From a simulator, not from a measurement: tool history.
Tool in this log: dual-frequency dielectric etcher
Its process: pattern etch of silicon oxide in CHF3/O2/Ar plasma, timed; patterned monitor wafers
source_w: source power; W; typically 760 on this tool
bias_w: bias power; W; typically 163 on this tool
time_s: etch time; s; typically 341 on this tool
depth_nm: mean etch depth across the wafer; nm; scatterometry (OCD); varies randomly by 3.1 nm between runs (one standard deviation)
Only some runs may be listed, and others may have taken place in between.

| run | hour | source_w | bias_w | time_s | wafers since the last listed run | hours since the last wet clean | hours since the last source power generator calibration | hours since the last bias power generator calibration | hours since the last upper electrode change | hours since the gauge calibration | read-back reference wafer on the same gauge, depth_nm | depth_nm |
|---|---|---|---|---|---|---|---|---|---|---|---|---|
| 1 | 0 | 760 | 163 | 341 | 0 | 372.8 | 4448.2 | 1426.6 | 3106.4 | 339.4 | 747.9 | 670.2 |
|  | 112.8 | wet clean of the chamber |
| 2 | 113.3 | 760 | 163 | 369 | 455 | 0.5 | 4561.5 | 1539.9 | 3219.7 | 452.7 | 748.2 | 757.6 |
| 3 | 195.6 | 760 | 163 | 369 | 419 | 82.8 | 4643.8 | 1622.2 | 3302 | 535 | 749.7 | 743.1 |
| 4 | 272.6 | 760 | 163 | 369 | 392 | 159.8 | 4720.8 | 1699.2 | 3379 | 612 | 746.9 | 737.4 |
| 5 | 350.9 | 760 | 184 | 341 | 398 | 238.1 | 4799.1 | 1777.5 | 3457.3 | 690.3 | 749.6 | 696.4 |
| 6 | 410.9 | 760 | 184 | 341 | 305 | 298.1 | 4859.1 | 1837.5 | 3517.3 | 750.3 | 748 | 692.4 |
| 7 | 468.9 | 760 | 163 | 341 | 295 | 356.1 | 4917.1 | 1895.5 | 3575.3 | 808.3 | 749.4 | 673.7 |
|  | 576.5 | wet clean of the chamber |
|  | 675.3 | gauge calibrated |
| 8 | 678.5 | 760 | 163 | 341 | 945 | 102 | 5126.7 | 2105.1 | 3784.9 | 3.2 | 748.8 | 725 |
|  | 687 | source power generator calibrated |
|  | 711.8 | upper electrode replaced |
| 9 | 720.8 | 900 | 195 | 341 | 72 | 144.3 | 33.8 | 2147.4 | 9 | 45.5 | 750.8 | 805.8 |
| 10 | 802.3 | 760 | 163 | 341 | 415 | 225.8 | 115.3 | 2228.9 | 90.5 | 127 | 748.5 | 723.1 |
| 11 | 864.1 | 760 | 163 | 378.5 | 314 | 287.6 | 177.1 | 2290.7 | 152.3 | 188.8 | 749.1 | 796 |
|  | 925.9 | wet clean of the chamber, repeated, since the last time left the tool worse |
| 12 | 937.8 | 760 | 163 | 378.5 | 253 | 11.9 | 250.8 | 2364.4 | 226 | 262.5 | 748.8 | 766.1 |
| 13 | 983.5 | 760 | 163 | 378.5 | 232 | 57.6 | 296.5 | 2410.1 | 271.7 | 308.2 | 748 | 758.6 |
| 14 | 1047.2 | 760 | 163 | 341 | 324 | 121.3 | 360.2 | 2473.8 | 335.4 | 371.9 | 748.5 | 684.1 |
| 15 | 1100 | 760 | 163 | 367 | 269 | 174.1 | 413 | 2526.6 | 388.2 | 424.7 | 750.2 | 733.6 |
| 16 | 1138.6 | 950 | 134 | 382.5 | 196 | 212.7 | 451.6 | 2565.2 | 426.8 | 463.3 | 748.4 | 783.5 |
| 17 | 1175.8 | 580 | 163 | 279 | 189 | 249.9 | 488.8 | 2602.4 | 464 | 500.5 | 747.7 | 505.9 |
| 18 | 1226.2 | 820 | 187 | 428.5 | 256 | 300.3 | 539.2 | 2652.8 | 514.4 | 550.9 | 750.2 | 899.8 |
| 19 | 1295.2 | 660 | 203 | 309.5 | 351 | 369.3 | 608.2 | 2721.8 | 583.4 | 619.9 | 750.8 | 611.8 |
|  | 1333.6 | bias power generator calibrated |
|  | 1344.8 | wet clean of the chamber |
| 20 | 1345.3 | 870 | 199 | 341 | 178 | 0.5 | 658.3 | 11.7 | 633.5 | 670 | 749.1 | 753.8 |
| 21 | 1385.6 | 760 | 163 | 341 | 205 | 40.8 | 698.6 | 52 | 673.8 | 710.3 | 748.5 | 695.2 |
| 22 | 1487.3 | 760 | 163 | 341 | 518 | 142.5 | 800.3 | 153.7 | 775.5 | 812 | 749.8 | 688.8 |
| 23 | 1576.4 | 910 | 163 | 341 | 453 | 231.6 | 889.4 | 242.8 | 864.6 | 901.1 | 748.7 | 719 |
| 24 | 1666.2 | 820 | 134 | 397 | 457 | 321.4 | 979.2 | 332.6 | 954.4 | 990.9 | 749.6 | 765.5 |
|  | 1694.3 | gauge calibrated |
| 25 | 1732.3 | 760 | 163 | 341 | 336 | 387.5 | 1045.3 | 398.7 | 1020.5 | 38 | 748.9 | 663 |
|  | 1757.3 | wet clean of the chamber |
| 26 | 1836.6 | 760 | 124 | 374 | 409 | 79.3 | 1149.6 | 503 | 1124.8 | 142.3 | 747.9 | 701.1 |

What if the next run were any one of these 3? Each begins from the tool's condition after run 26:
| A | 1837.1 | 760 | 163 | 402 | 2 | 79.8 | 1150.1 | 503.5 | 1125.3 | 142.8 | ? | ? |
| B | 1837.1 | 580 | 180 | 269.5 | 2 | 79.8 | 1150.1 | 503.5 | 1125.3 | 142.8 | ? | ? |
| C | 1837.1 | 640 | 163 | 341 | 2 | 79.8 | 1150.1 | 503.5 | 1125.3 | 142.8 | ? | ? |

| run | read-back reference wafer on the same gauge, depth_nm | depth_nm |
|---|---|---|
| A | 748.9 | 802.7 |
| B | 748.9 | 506.6 |
| C | 748.9 | 644.9 |
With no hidden state in the tool, these same runs would have given:
| run | depth_nm |
|---|---|
| A | 809.8 |
| B | 511.2 |
| C | 650.7 |
